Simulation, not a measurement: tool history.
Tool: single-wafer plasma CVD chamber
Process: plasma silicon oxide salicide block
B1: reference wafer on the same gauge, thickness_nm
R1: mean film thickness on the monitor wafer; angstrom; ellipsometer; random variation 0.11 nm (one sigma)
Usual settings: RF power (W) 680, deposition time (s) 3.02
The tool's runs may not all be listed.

{"run": 1, "hour": 0.0, "RF power (W)": 730, "deposition time (s)": 3.02, "B1": 33.608, "R1": 296.62}
{"run": 2, "hour": 49.1, "RF power (W)": 730, "deposition time (s)": 3.02, "B1": 33.59, "R1": 295.69}
{"run": 3, "hour": 118.0, "RF power (W)": 625, "deposition time (s)": 3.02, "B1": 33.585, "R1": 284.37}
{"run": 4, "hour": 171.1, "RF power (W)": 680, "deposition time (s)": 3.02, "B1": 33.617, "R1": 289.38}
{"run": 5, "hour": 207.5, "RF power (W)": 680, "deposition time (s)": 3.02, "B1": 33.601, "R1": 289.25}
{"run": 6, "hour": 232.8, "RF power (W)": 680, "deposition time (s)": 3.02, "B1": 33.605, "R1": 287.99}
{"run": 7, "hour": 288.4, "RF power (W)": 680, "deposition time (s)": 3.02, "B1": 33.619, "R1": 289.11}
{"run": 8, "hour": 322.6, "RF power (W)": 680, "deposition time (s)": 3.02, "B1": 33.577, "R1": 290.49}
{"run": 9, "hour": 359.6, "RF power (W)": 680, "deposition time (s)": 3.02, "B1": 33.587, "R1": 289.62}
{"run": 10, "hour": 419.2, "RF power (W)": 680, "deposition time (s)": 3.02, "B1": 33.586, "R1": 288.57}
{"run": 11, "hour": 482.7, "RF power (W)": 680, "deposition time (s)": 3.02, "B1": 33.621, "R1": 289.33}
{"run": 12, "hour": 549.1, "RF power (W)": 680, "deposition time (s)": 3.02, "B1": 33.599, "R1": 287.5}
{"run": 13, "hour": 574.7, "RF power (W)": 730, "deposition time (s)": 3.02, "B1": 33.597, "R1": 294.2}
{"hour": 710.1, "done": "showerhead replaced"}
{"run": 14, "hour": 715.1, "RF power (W)": 725, "deposition time (s)": 3.02, "B1": 33.592, "R1": 291.35}
{"hour": 752.1, "done": "gauge calibrated"}
{"run": 15, "hour": 776.1, "RF power (W)": 630, "deposition time (s)": 2.47, "B1": 33.644, "R1": 228.69}
{"run": 16, "hour": 816.6, "RF power (W)": 680, "deposition time (s)": 2.56, "B1": 33.579, "R1": 243.0}
{"hour": 857.0, "done": "RF generator calibrated"}
{"run": 17, "hour": 872.1, "RF power (W)": 815, "deposition time (s)": 2.82, "B1": 33.62, "R1": 286.48}
{"run": 18, "hour": 920.8, "RF power (W)": 680, "deposition time (s)": 3.02, "B1": 33.564, "R1": 292.53}
{"run": 19, "hour": 962.7, "RF power (W)": 750, "deposition time (s)": 3.4, "B1": 33.59, "R1": 335.58}
{"run": 20, "hour": 1031.5, "RF power (W)": 790, "deposition time (s)": 3.27, "B1": 33.621, "R1": 329.34}
{"run": 21, "hour": 1082.7, "RF power (W)": 565, "deposition time (s)": 2.68, "B1": 33.617, "R1": 246.85}
{"run": 22, "hour": 1119.9, "RF power (W)": 780, "deposition time (s)": 3.02, "B1": 33.615, "R1": 301.78}
{"run": 23, "hour": 1150.7, "RF power (W)": 790, "deposition time (s)": 2.48, "B1": 33.584, "R1": 249.34}
{"run": 24, "hour": 1200.4, "RF power (W)": 730, "deposition time (s)": 3.02, "B1": 33.591, "R1": 296.57}
{"run": 25, "hour": 1236.9, "RF power (W)": 680, "deposition time (s)": 2.55, "B1": 33.597, "R1": 245.5}

Measured less the same run without the tool's hidden state. The same run-to-run variation is in both; the gauge's scatter may not be:
The hidden state here: delivered RF power above the setpoint (%); gauge reads high (%).
run=1 R1=-1.61
run=2 R1=-1.77
run=3 R1=-1.95
run=4 R1=-2.20
run=5 R1=-2.35
run=6 R1=-2.45
run=7 R1=-2.73
run=8 R1=-2.91
run=9 R1=-3.10
run=10 R1=-3.42
run=11 R1=-3.80
run=12 R1=-4.19
run=13 R1=-4.46
run=14 R1=-5.42
run=15 R1=-4.63
run=16 R1=-5.20
run=17 R1=-0.34
run=18 R1=-0.35
run=19 R1=-0.43
run=20 R1=-0.48
run=21 R1=-0.40
run=22 R1=-0.55
run=23 R1=-0.50
run=24 R1=-0.68
run=25 R1=-0.62
